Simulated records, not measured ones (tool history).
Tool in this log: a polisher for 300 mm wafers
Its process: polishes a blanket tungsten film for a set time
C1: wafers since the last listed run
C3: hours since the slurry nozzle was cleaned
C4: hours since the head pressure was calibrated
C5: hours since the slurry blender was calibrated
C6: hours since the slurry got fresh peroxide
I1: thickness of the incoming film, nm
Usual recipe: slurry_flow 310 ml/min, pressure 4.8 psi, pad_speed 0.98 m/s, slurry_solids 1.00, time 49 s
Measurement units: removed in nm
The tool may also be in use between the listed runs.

run 1 hour=0.0 | slurry_flow=310 pressure=4.8 pad_speed=0.98 slurry_solids=1.00 time=49 | C1=0 wafers_polished_on_this_pad=420 C3=324.2 C4=502.6 C5=120.6 C6=131.4 | I1=1470.4 | removed=214.2
run 2 hour=17.2 | slurry_flow=310 pressure=4.8 pad_speed=0.98 slurry_solids=1.00 time=49 | C1=149 wafers_polished_on_this_pad=569 C3=341.4 C4=519.8 C5=137.8 C6=148.6 | I1=1482.2 | removed=212.8
-- hour=20.1 slurry tank refilled with fresh slurry and peroxide
run 3 hour=45.3 | slurry_flow=310 pressure=4.8 pad_speed=0.98 slurry_solids=1.00 time=49 | C1=235 wafers_polished_on_this_pad=805 C3=369.5 C4=547.9 C5=165.9 C6=25.2 | I1=1492.6 | removed=226.4
-- hour=72.0 slurry nozzle cleaned
run 4 hour=80.3 | slurry_flow=310 pressure=4.8 pad_speed=0.98 slurry_solids=1.00 time=49 | C1=295 wafers_polished_on_this_pad=1101 C3=8.3 C4=582.9 C5=200.9 C6=60.2 | I1=1462.2 | removed=234.7
run 5 hour=106.3 | slurry_flow=310 pressure=4.8 pad_speed=0.98 slurry_solids=1.00 time=45 | C1=226 wafers_polished_on_this_pad=1327 C3=34.3 C4=608.9 C5=226.9 C6=86.2 | I1=1466.8 | removed=209.1
-- hour=114.9 slurry blender recalibrated
-- hour=119.0 worn pad replaced by a new one
run 6 hour=134.4 | slurry_flow=310 pressure=4.8 pad_speed=0.98 slurry_solids=1.00 time=49 | C1=192 wafers_polished_on_this_pad=133 C3=62.4 C4=637.0 C5=19.5 C6=114.3 | I1=1471.3 | removed=228.2
run 7 hour=150.1 | slurry_flow=310 pressure=4.8 pad_speed=0.98 slurry_solids=1.00 time=49 | C1=136 wafers_polished_on_this_pad=270 C3=78.1 C4=652.7 C5=35.2 C6=130.0 | I1=1468.5 | removed=228.0
-- hour=165.0 slurry tank refilled with fresh slurry and peroxide
run 8 hour=183.1 | slurry_flow=310 pressure=4.8 pad_speed=0.98 slurry_solids=1.00 time=49 | C1=278 wafers_polished_on_this_pad=548 C3=111.1 C4=685.7 C5=68.2 C6=18.1 | I1=1487.7 | removed=242.0
run 9 hour=208.3 | slurry_flow=310 pressure=4.1 pad_speed=0.84 slurry_solids=1.00 time=49 | C1=219 wafers_polished_on_this_pad=767 C3=136.3 C4=710.9 C5=93.4 C6=43.3 | I1=1468.9 | removed=174.1
run 10 hour=230.7 | slurry_flow=310 pressure=4.1 pad_speed=0.84 slurry_solids=1.00 time=49 | C1=194 wafers_polished_on_this_pad=962 C3=158.7 C4=733.3 C5=115.8 C6=65.7 | I1=1460.7 | removed=166.9
run 11 hour=252.8 | slurry_flow=310 pressure=4.8 pad_speed=0.98 slurry_solids=1.00 time=49 | C1=192 wafers_polished_on_this_pad=1154 C3=180.8 C4=755.4 C5=137.9 C6=87.8 | I1=1471.6 | removed=225.7
-- hour=267.6 worn pad replaced by a new one
run 12 hour=288.7 | slurry_flow=310 pressure=4.8 pad_speed=0.98 slurry_solids=1.00 time=49 | C1=277 wafers_polished_on_this_pad=183 C3=216.7 C4=791.3 C5=173.8 C6=123.7 | I1=1469.7 | removed=220.7
-- hour=292.9 slurry tank refilled with fresh slurry and peroxide
run 13 hour=322.8 | slurry_flow=310 pressure=4.8 pad_speed=0.98 slurry_solids=1.00 time=49 | C1=287 wafers_polished_on_this_pad=470 C3=250.8 C4=825.4 C5=207.9 C6=29.9 | I1=1467.4 | removed=230.6
run 14 hour=350.7 | slurry_flow=415 pressure=3.8 pad_speed=0.98 slurry_solids=1.00 time=43 | C1=242 wafers_polished_on_this_pad=713 C3=278.7 C4=853.3 C5=235.8 C6=57.8 | I1=1496.5 | removed=163.5
-- hour=363.6 head pressure recalibrated
-- hour=386.5 slurry blender recalibrated
-- hour=402.7 slurry nozzle cleaned
-- hour=416.1 worn pad replaced by a new one
-- hour=420.6 slurry tank refilled with fresh slurry and peroxide
run 15 hour=421.1 | slurry_flow=310 pressure=4.8 pad_speed=0.98 slurry_solids=1.00 time=49 | C1=525 wafers_polished_on_this_pad=34 C3=18.4 C4=57.5 C5=34.6 C6=0.5 | I1=1489.5 | removed=257.2
run 16 hour=446.1 | slurry_flow=400 pressure=6.3 pad_speed=0.98 slurry_solids=1.00 time=49 | C1=217 wafers_polished_on_this_pad=251 C3=43.4 C4=82.5 C5=59.6 C6=25.5 | I1=1482.2 | removed=323.4
run 17 hour=469.1 | slurry_flow=380 pressure=4.3 pad_speed=0.98 slurry_solids=1.00 time=49 | C1=199 wafers_polished_on_this_pad=451 C3=66.4 C4=105.5 C5=82.6 C6=48.5 | I1=1470.5 | removed=215.3
run 18 hour=503.8 | slurry_flow=310 pressure=4.8 pad_speed=0.68 slurry_solids=0.80 time=43 | C1=301 wafers_polished_on_this_pad=753 C3=101.1 C4=140.2 C5=117.3 C6=83.2 | I1=1467.9 | removed=130.0
-- hour=556.2 slurry tank refilled with fresh slurry and peroxide
run 19 hour=568.3 | slurry_flow=310 pressure=4.8 pad_speed=0.98 slurry_solids=1.00 time=49 | C1=552 wafers_polished_on_this_pad=1305 C3=165.6 C4=204.7 C5=181.8 C6=12.1 | I1=1491.5 | removed=249.1
-- hour=573.6 worn pad replaced by a new one
run 20 hour=597.4 | slurry_flow=400 pressure=3.9 pad_speed=0.98 slurry_solids=1.15 time=49 | C1=218 wafers_polished_on_this_pad=206 C3=194.7 C4=233.8 C5=210.9 C6=41.2 | I1=1488.9 | removed=205.9
run 21 hour=631.1 | slurry_flow=310 pressure=4.8 pad_speed=0.98 slurry_solids=1.00 time=49 | C1=292 wafers_polished_on_this_pad=499 C3=228.4 C4=267.5 C5=244.6 C6=74.9 | I1=1450.5 | removed=224.2
run 22 hour=643.6 | slurry_flow=355 pressure=5.6 pad_speed=0.82 slurry_solids=1.00 time=44 | C1=108 wafers_polished_on_this_pad=608 C3=240.9 C4=280.0 C5=257.1 C6=87.4 | I1=1459.5 | removed=203.1
run 23 hour=666.4 | slurry_flow=310 pressure=6.1 pad_speed=0.98 slurry_solids=1.00 time=42 | C1=198 wafers_polished_on_this_pad=806 C3=263.7 C4=302.8 C5=279.9 C6=110.2 | I1=1470.8 | removed=242.1
-- hour=686.4 slurry blender recalibrated
run 24 hour=691.4 | slurry_flow=310 pressure=4.8 pad_speed=1.16 slurry_solids=1.00 time=49 | C1=199 wafers_polished_on_this_pad=1006 C3=288.7 C4=327.8 C5=5.0 C6=135.2 | I1=1486.7 | removed=260.1
-- hour=707.9 slurry tank refilled with fresh slurry and peroxide
run 25 hour=708.4 | slurry_flow=310 pressure=4.8 pad_speed=0.88 slurry_solids=1.30 time=49 | C1=139 wafers_polished_on_this_pad=1145 C3=305.7 C4=344.8 C5=22.0 C6=0.5 | I1=1462.4 | removed=238.6
-- hour=737.5 worn pad replaced by a new one
run 26 hour=737.8 | slurry_flow=310 pressure=4.8 pad_speed=0.98 slurry_solids=1.15 time=49 | C1=220 wafers_polished_on_this_pad=2 C3=335.1 C4=374.2 C5=51.4 C6=29.9 | I1=1487.2 | removed=237.7

Run by run, hidden condition taken away, random variation retained:
Hidden conditions of the tool in this case: removal rate lost through wear of the pad, %; slurry flow missing at the pad, %; deviation of the head's pressure from its setpoint, %; abrasive missing from the slurry, %; peroxide lost from the slurry, %.
run=1 removed=256.9
run=2 removed=258.4
run=3 removed=258.6
run=4 removed=258.4
run=5 removed=234.5
run=6 removed=259.3
run=7 removed=260.4
run=8 removed=254.3
run=9 removed=190.2
run=10 removed=186.9
run=11 removed=257.1
run=12 removed=256.5
run=13 removed=252.1
run=14 removed=184.5
run=15 removed=259.1
run=16 removed=341.2
run=17 removed=234.2
run=18 removed=145.7
run=19 removed=258.5
run=20 removed=223.5
run=21 removed=253.2
run=22 removed=231.0
run=23 removed=280.5
run=24 removed=305.8
run=25 removed=250.0
run=26 removed=266.1
